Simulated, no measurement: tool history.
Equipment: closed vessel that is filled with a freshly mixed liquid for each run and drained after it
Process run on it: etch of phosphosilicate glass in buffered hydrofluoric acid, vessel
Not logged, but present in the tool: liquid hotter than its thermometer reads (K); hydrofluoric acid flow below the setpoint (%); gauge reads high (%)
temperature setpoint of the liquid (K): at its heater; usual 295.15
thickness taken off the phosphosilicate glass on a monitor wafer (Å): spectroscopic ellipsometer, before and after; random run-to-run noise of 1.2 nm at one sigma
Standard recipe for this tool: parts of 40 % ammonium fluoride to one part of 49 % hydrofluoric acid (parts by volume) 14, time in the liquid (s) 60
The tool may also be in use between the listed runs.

run    hour  temperature setpoint of the liquid (K)  parts of 40 % ammonium fluoride to one part of 49 % hydrofluoric acid (parts by volume)  time in the liquid (s)  wafers since the last listed run  hours since the thermometer was replaced  hours since the hydrofluoric acid flow meter was replaced  hours since the gauge calibration  read-back film thickness of the phosphosilicate glass reference wafer, read on the same gauge (nm)  thickness taken off the phosphosilicate glass on a monitor wafer (Å)
  1       0                                  294.15                                                                                     15.5                      60                                 0                                     746.6                                                      511.4                              783.7                                                                                               89.98                                                                1355.4
  2    50.7                                  294.15                                                                                     15.5                      60                              3751                                     797.3                                                      562.1                              834.4                                                                                                  90                                                                1370.5
  3   112.3                                  294.15                                                                                     15.5                      60                              4557                                     858.9                                                      623.7                                896                                                                                               90.03                                                                1345.3
  4   208.8                                  291.65                                                                                       12                      60                              7139                                     955.4                                                      720.2                              992.5                                                                                                  90                                                                1501.7
  5   253.1                                  295.15                                                                                       14                      60                              3277                                     999.7                                                      764.5                             1036.8                                                                                               90.01                                                                1545.8
  6   348.4                                  295.15                                                                                       14                      60                              7050                                      1095                                                      859.8                             1132.1                                                                                               90.02                                                                1553.2
  7   402.9                                  295.15                                                                                       14                      60                              4032                                    1149.5                                                      914.3                             1186.6                                                                                               90.01                                                                1539.6
  8   478.8                                  295.15                                                                                       14                      40                              5615                                    1225.4                                                      990.2                             1262.5                                                                                               90.03                                                                1028.9
  9   572.8                                  295.15                                                                                       14                      60                              6954                                    1319.4                                                     1084.2                             1356.5                                                                                               89.99                                                                1542.2
 10   660.1                                  295.15                                                                                      8.5                      85                              6459                                    1406.7                                                     1171.5                             1443.8                                                                                               90.01                                                                  3386
      663.8  -- gauge calibrated
 11   727.8                                  295.15                                                                                       14                      50                              5008                                    1474.4                                                     1239.2                                 64                                                                                                  90                                                                1283.2
      747.7  -- thermometer replaced
 12   823.2                                  299.65                                                                                       12                      95                              6984                                      75.5                                                     1334.6                              159.4                                                                                               90.02                                                                3582.1
 13   894.3                                  299.15                                                                                       16                      60                              5260                                     146.6                                                     1405.7                              230.5                                                                                               89.98                                                                1635.3
      896.2  -- hydrofluoric acid flow meter replaced
 14     977                                  294.15                                                                                     15.5                      60                              6044                                     229.3                                                       80.8                              313.2                                                                                               90.01                                                                1200.5
 15  1080.3                                  298.15                                                                                     11.5                      80                              7642                                     332.6                                                      184.1                              416.5                                                                                               89.99                                                                2663.1
 16  1117.1                                  297.15                                                                                       14                      60                              2722                                     369.4                                                      220.9                              453.3                                                                                               90.01                                                                1524.9
     1140.2  -- hydrofluoric acid flow meter replaced, repeated, since the last time left the tool worse
 17  1221.3                                  293.15                                                                                       14                      60                              7635                                     473.6                                                       81.1                              557.5                                                                                               90.02                                                                1456.7
 18  1306.3                                  295.15                                                                                       14                      60                              6288                                     558.6                                                      166.1                              642.5                                                                                               89.99                                                                1598.9

For each run, what was the tool's unlogged condition?
liquid hotter than its thermometer reads (K): 0 in every run
gauge reads high (%): 0 in every run
H1: hydrofluoric acid flow below the setpoint (%)
run    H1
  1   3.3
  2  3.57
  3  3.89
  4  4.41
  5  4.64
  6  5.15
  7  5.44
  8  5.84
  9  6.34
 10   6.8
 11  7.16
 12  7.67
 13  8.05
 14  14.8
 15  15.3
 16  15.5
 17  1.12
 18  1.58
